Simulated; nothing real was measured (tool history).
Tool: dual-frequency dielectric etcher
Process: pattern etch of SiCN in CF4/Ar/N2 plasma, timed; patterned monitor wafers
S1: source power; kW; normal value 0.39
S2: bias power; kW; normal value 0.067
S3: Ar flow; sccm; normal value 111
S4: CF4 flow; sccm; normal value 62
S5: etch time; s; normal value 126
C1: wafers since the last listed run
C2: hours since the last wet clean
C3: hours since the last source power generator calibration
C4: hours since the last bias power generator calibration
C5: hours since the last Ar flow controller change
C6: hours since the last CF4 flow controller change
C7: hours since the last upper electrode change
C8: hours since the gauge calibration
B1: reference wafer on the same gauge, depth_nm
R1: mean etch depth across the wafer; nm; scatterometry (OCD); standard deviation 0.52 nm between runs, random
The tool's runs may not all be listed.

run,day,S1,S2,S3,S4,S5,C1,C2,C3,C4,C5,C6,C7,C8,B1,R1
1,0,0.39,0.067,111,59,126,0,202.4,2228.6,114.3,1454.7,121.2,76.8,1079.7,105.5,95.9
2,0.583,0.39,0.058,111,62,126,100,216.4,2242.6,128.3,1468.7,135.2,90.8,1093.7,105.6,93
3,1.804,0.39,0.076,130,58,126,210,245.7,2271.9,157.6,1498,164.5,120.1,1123,105.5,97.1
4,6.092,0.39,0.067,111,77,115.5,738,348.6,2374.8,260.5,1600.9,267.4,223,1225.9,105.6,89.9
# day 7.004: Ar flow controller replaced
5,7.55,0.46,0.067,111,62,126,208,383.6,2409.8,295.5,13.1,302.4,258,1260.9,105.6,113.9
6,8.954,0.39,0.084,95,68,126,241,417.3,2443.5,329.2,46.8,336.1,291.7,1294.6,105.5,107.5
7,10.454,0.39,0.067,111,62,126,258,453.3,2479.5,365.2,82.8,372.1,327.7,1330.6,105.7,95.9
# day 12.312: wet clean of the chamber
8,12.333,0.39,0.067,111,59,126,151,0.5,2524.6,410.3,127.9,417.2,372.8,1375.7,105.5,98.1
9,12.804,0.35,0.067,111,55,126,81,11.8,2535.9,421.6,139.2,428.5,384.1,1387,105.6,86.2
10,14.088,0.35,0.067,111,55,126,221,42.6,2566.7,452.4,170,459.3,414.9,1417.8,105.5,86.5
11,15.417,0.36,0.067,111,62,126,228,74.5,2598.6,484.3,201.9,491.2,446.8,1449.7,105.5,90
12,16.712,0.39,0.067,111,62,126,223,105.6,2629.7,515.4,233,522.3,477.9,1480.8,105.6,97.1
# day 17.054: gauge calibrated
# day 19.688: source power generator calibrated
13,20.375,0.42,0.067,121,62,149,602,193.5,16.5,603.3,320.9,610.2,565.8,79.7,105.5,121.6
14,21.5,0.39,0.057,111,74,126,193,220.5,43.5,630.3,347.9,637.2,592.8,106.7,105.6,94.2
15,22.846,0.39,0.067,111,62,126,231,252.8,75.8,662.6,380.2,669.5,625.1,139,105.7,96.8
16,23.85,0.34,0.067,111,76,108,172,276.9,99.9,686.7,404.3,693.6,649.2,163.1,105.5,73.7
17,25.3,0.39,0.054,91,58,126,249,311.7,134.7,721.5,439.1,728.4,684,197.9,105.4,89.8
# day 28.925: wet clean of the chamber
18,28.946,0.31,0.067,136,62,109,455,0.5,222.2,809,526.6,815.9,771.5,285.4,105.5,65.5
19,29.738,0.31,0.067,136,62,109,136,19.5,241.2,828,545.6,834.9,790.5,304.4,105.6,65.6
20,30.538,0.39,0.056,94,62,136.5,137,38.7,260.4,847.2,564.8,854.1,809.7,323.6,105.5,103.3
21,31.712,0.39,0.067,111,62,126,202,66.9,288.6,875.4,593,882.3,837.9,351.8,105.6,99.4

Alternative continuations, all from the tool just after run 21; predict every row:
A,31.733,0.39,0.067,111,50,126,3,67.4,289.1,875.9,593.5,882.8,838.4,352.3,?,?
B,31.733,0.39,0.06,111,62,144.5,3,67.4,289.1,875.9,593.5,882.8,838.4,352.3,?,?
C,31.733,0.39,0.067,125,62,155,3,67.4,289.1,875.9,593.5,882.8,838.4,352.3,?,?
D,31.733,0.39,0.061,111,62,126,3,67.4,289.1,875.9,593.5,882.8,838.4,352.3,?,?

run,B1,R1
A,105.6,96.2
B,105.6,109.9
C,105.6,120.4
D,105.6,96.3
Had the tool no hidden state, the same runs would have come out as:
run,R1
A,96.4
B,110.2
C,120.7
D,96.6
